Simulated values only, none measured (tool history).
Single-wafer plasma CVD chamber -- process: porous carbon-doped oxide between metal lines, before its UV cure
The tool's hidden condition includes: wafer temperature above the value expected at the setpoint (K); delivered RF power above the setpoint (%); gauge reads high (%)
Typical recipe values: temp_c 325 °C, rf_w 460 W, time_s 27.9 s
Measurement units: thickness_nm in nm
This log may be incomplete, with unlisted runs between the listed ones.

run    hour  temp_c  rf_w  time_s  wafers since the last listed run  hours since the last thermocouple change  hours since the last RF generator calibration  hours since the showerhead was replaced  hours since the gauge calibration  read-back reference wafer on the same gauge, thickness_nm  thickness_nm
  1       0     315   460    27.9                                 0                                    1714.8                                         1103.2                                   3957.2                             1258.1                                                    135.109       131.801
  2    79.1     315   460    27.9                              1080                                    1793.9                                         1182.3                                   4036.3                             1337.2                                                    134.982       130.844
      135.3  -- RF generator calibrated
  3   172.8     325   460    27.9                              1170                                    1887.6                                           37.5                                     4130                             1430.9                                                    135.185       125.897
  4   279.6     325   460    27.9                              1458                                    1994.4                                          144.3                                   4236.8                             1537.7                                                    135.167       125.051
  5   324.6     325   460    27.9                               614                                    2039.4                                          189.3                                   4281.8                             1582.7                                                    135.118       125.208
  6   398.7     325   460    27.9                              1012                                    2113.5                                          263.4                                   4355.9                             1656.8                                                    135.123       125.509
  7   493.8     325   460    27.9                              1299                                    2208.6                                          358.5                                     4451                             1751.9                                                    134.896       124.782
  8   559.3     325   460    27.9                               894                                    2274.1                                            424                                   4516.5                             1817.4                                                    135.257       125.148
  9   836.1     328   460    27.9                              3781                                    2550.9                                          700.8                                   4793.3                             2094.2                                                    135.395       121.981
 10   900.7     328   460    27.9                               882                                    2615.5                                          765.4                                   4857.9                             2158.8                                                     134.83       123.897
      925.1  -- thermocouple changed; heater temperature recalibrated
 11   937.3     332   460    26.6                               390                                      12.2                                            802                                   4894.5                             2195.4                                                    135.026       113.964
 12   986.6     332   460    26.6                               673                                      61.5                                          851.3                                   4943.8                             2244.7                                                        135       114.121
 13    1048     325   405    27.9                               838                                     122.9                                          912.7                                   5005.2                             2306.1                                                    134.719        118.24
 14  1116.1     325   410    27.9                               930                                       191                                          980.8                                   5073.3                             2374.2                                                    135.121       119.146
 15  1204.6     325   410    27.9                              1208                                     279.5                                         1069.3                                   5161.8                             2462.7                                                    134.941       119.535
 16  1294.2     325   540    27.9                              1223                                     369.1                                         1158.9                                   5251.4                             2552.3                                                    135.049       132.419
 17  1388.2     325   375    27.9                              1284                                     463.1                                         1252.9                                   5345.4                             2646.3                                                    134.911       114.647
 18  1424.8     325   460    27.9                               499                                     499.7                                         1289.5                                     5382                             2682.9                                                    134.891       124.434
     1489.7  -- gauge calibrated
     1500.7  -- RF generator calibrated
 19  1506.9     325   460    24.9                              1012                                     581.8                                            6.2                                   5464.1                               17.2                                                    134.949       109.248
 20    1558     328   460    27.9                               698                                     632.9                                           57.3                                   5515.2                               68.3                                                    135.224       120.596
 21  1616.3     316   525    29.6                               796                                     691.2                                          115.6                                   5573.5                              126.6                                                    134.665        144.18
 22  1676.3     339   535      23                               819                                     751.2                                          175.6                                   5633.5                              186.6                                                    135.261         99.65
 23  1764.8     311   460    33.1                              1208                                     839.7                                          264.1                                     5722                              275.1                                                    135.014       155.548
     1794.3  -- showerhead replaced
     1862.6  -- RF generator calibrated, repeated, since the last time left the tool worse
 24  1863.1     337   500    27.9                              1124                                       938                                            0.5                                     68.8                              373.4                                                    134.605       120.817
 25  1908.7     311   390    32.6                               622                                     983.6                                           46.1                                    114.4                                419                                                    134.991       149.186
 26  1974.7     325   460    27.9                               901                                    1049.6                                          112.1                                    180.4                                485                                                    135.162       126.299
 27  2062.6     318   370    26.3                              1200                                    1137.5                                            200                                    268.3                              572.9                                                    134.941        113.48
 28  2145.4     310   415    27.9                              1131                                    1220.3                                          282.8                                    351.1                              655.7                                                     135.12       130.098
 29  2226.8     325   460    27.9                              1111                                    1301.7                                          364.2                                    432.5                              737.1                                                    135.157        125.05
 30  2282.7     325   385    23.1                               763                                    1357.6                                          420.1                                    488.4                                793                                                    134.975        97.193
 31  2493.7     325   460    27.9                              2882                                    1568.6                                          631.1                                    699.4                               1004                                                    135.078       124.301

What differs in the tool's unlogged condition from the final listed run ahead of each entry between runs to the first listed run following it?
Runs 2 to 3: RF generator calibrated (hour 135.3)
  delivered RF power above the setpoint (%): -4.73 -> -0.647
  measured minus no-state result, thickness_nm: -2.349 -> -0.282 nm
Runs 10 to 11: thermocouple changed; heater temperature recalibrated (hour 925.1)
  delivered RF power above the setpoint (%): -3.9 -> -3.95
  measured minus no-state result, thickness_nm: -1.796 -> -1.679 nm
Runs 18 to 19: gauge calibrated (hour 1489.7); RF generator calibrated (hour 1500.7)
  delivered RF power above the setpoint (%): -4.37 -> -7.95
  measured minus no-state result, thickness_nm: -2.046 -> -3.439 nm
Runs 23 to 24: showerhead replaced (hour 1794.3); RF generator calibrated, repeated, since the last time left the tool worse (hour 1862.6)
  delivered RF power above the setpoint (%): -9.93 -> -0.533
  measured minus no-state result, thickness_nm: -6.22 -> -0.223 nm

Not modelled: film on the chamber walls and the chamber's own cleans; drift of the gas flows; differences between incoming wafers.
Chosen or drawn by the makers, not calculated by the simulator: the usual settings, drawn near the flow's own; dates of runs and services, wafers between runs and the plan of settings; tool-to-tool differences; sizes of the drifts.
